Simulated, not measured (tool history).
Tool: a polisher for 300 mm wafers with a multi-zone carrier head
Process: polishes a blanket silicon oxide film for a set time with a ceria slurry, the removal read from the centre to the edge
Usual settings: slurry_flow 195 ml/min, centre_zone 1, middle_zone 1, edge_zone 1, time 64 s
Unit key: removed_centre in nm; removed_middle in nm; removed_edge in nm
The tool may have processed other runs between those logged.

run	day	slurry_flow	centre_zone	middle_zone	edge_zone	time	wafers since the last listed run	wafers polished on this pad	hours since the slurry nozzle was cleaned	hours since the centre zone pressure was calibrated	hours since the edge zone pressure was calibrated	hours since the carrier head's membrane was replaced	incoming thickness of the incoming film, nm	removed_centre	removed_middle	removed_edge
1	0	195	1	1	1	64	0	3103	39.3	131.3	39.3	645	780.9	308.7	309.3	292
2	2.975	195	1	1	1	64	959	4062	110.7	202.7	110.7	716.4	791.7	304	314.1	288.1
# day 5.254: carrier head's membrane replaced by a new one
# day 5.288: worn pad replaced by a new one
3	6.562	195	1	1.06	1	73	1079	411	196.8	288.8	196.8	31.4	781.6	348	374.7	332.4
4	9.55	180	0.93	1	1	64	963	1375	268.5	360.5	268.5	103.1	781.1	278.6	311.5	292.3
# day 17.383: worn pad replaced by a new one
5	19.904	180	0.93	1	1	64	3285	813	517	609	517	351.6	786.7	275.7	307.4	289.3
6	23.192	180	0.93	1	1	64	1060	1873	595.9	687.9	595.9	430.5	782	268.8	305.8	297.4
# day 27.8: centre zone pressure recalibrated
# day 28.725: worn pad replaced by a new one
7	31.508	195	0.95	1	0.92	64	2601	897	795.5	89	795.5	630.1	793.4	289.4	315.9	286.9
# day 33.842: slurry nozzle cleaned
# day 34.992: carrier head's membrane replaced by a new one
# day 35.742: edge zone pressure recalibrated
8	35.954	195	1.05	1.09	1	64	1326	2224	50.7	195.7	5.1	23.1	801.4	323.6	332.2	294
9	37.583	195	1	1	1	64	525	2749	89.8	234.8	44.2	62.2	783.1	306.5	308.1	292.5
10	41.621	195	0.9	1.12	1	52	1302	4051	186.7	331.7	141.1	159.1	801.9	222.7	274.9	236.1
# day 42.308: worn pad replaced by a new one
11	44.55	195	1	1	1	64	891	722	257	402	211.4	229.4	798.2	305.7	310.9	296.9

The next listed run, before its measurement:
12	47.638	195	0.95	1	0.92	64	995	1718	331.1	476.1	285.5	303.5	799.7	?	?	?

{"run 12": {"removed_centre": 285.8, "removed_middle": 309.5, "removed_edge": 283.5}}
On a tool with no hidden condition, and with the same random variation, this run would have come out at removed_centre 292.1 nm, removed_middle 309.4 nm, removed_edge 283.5 nm.
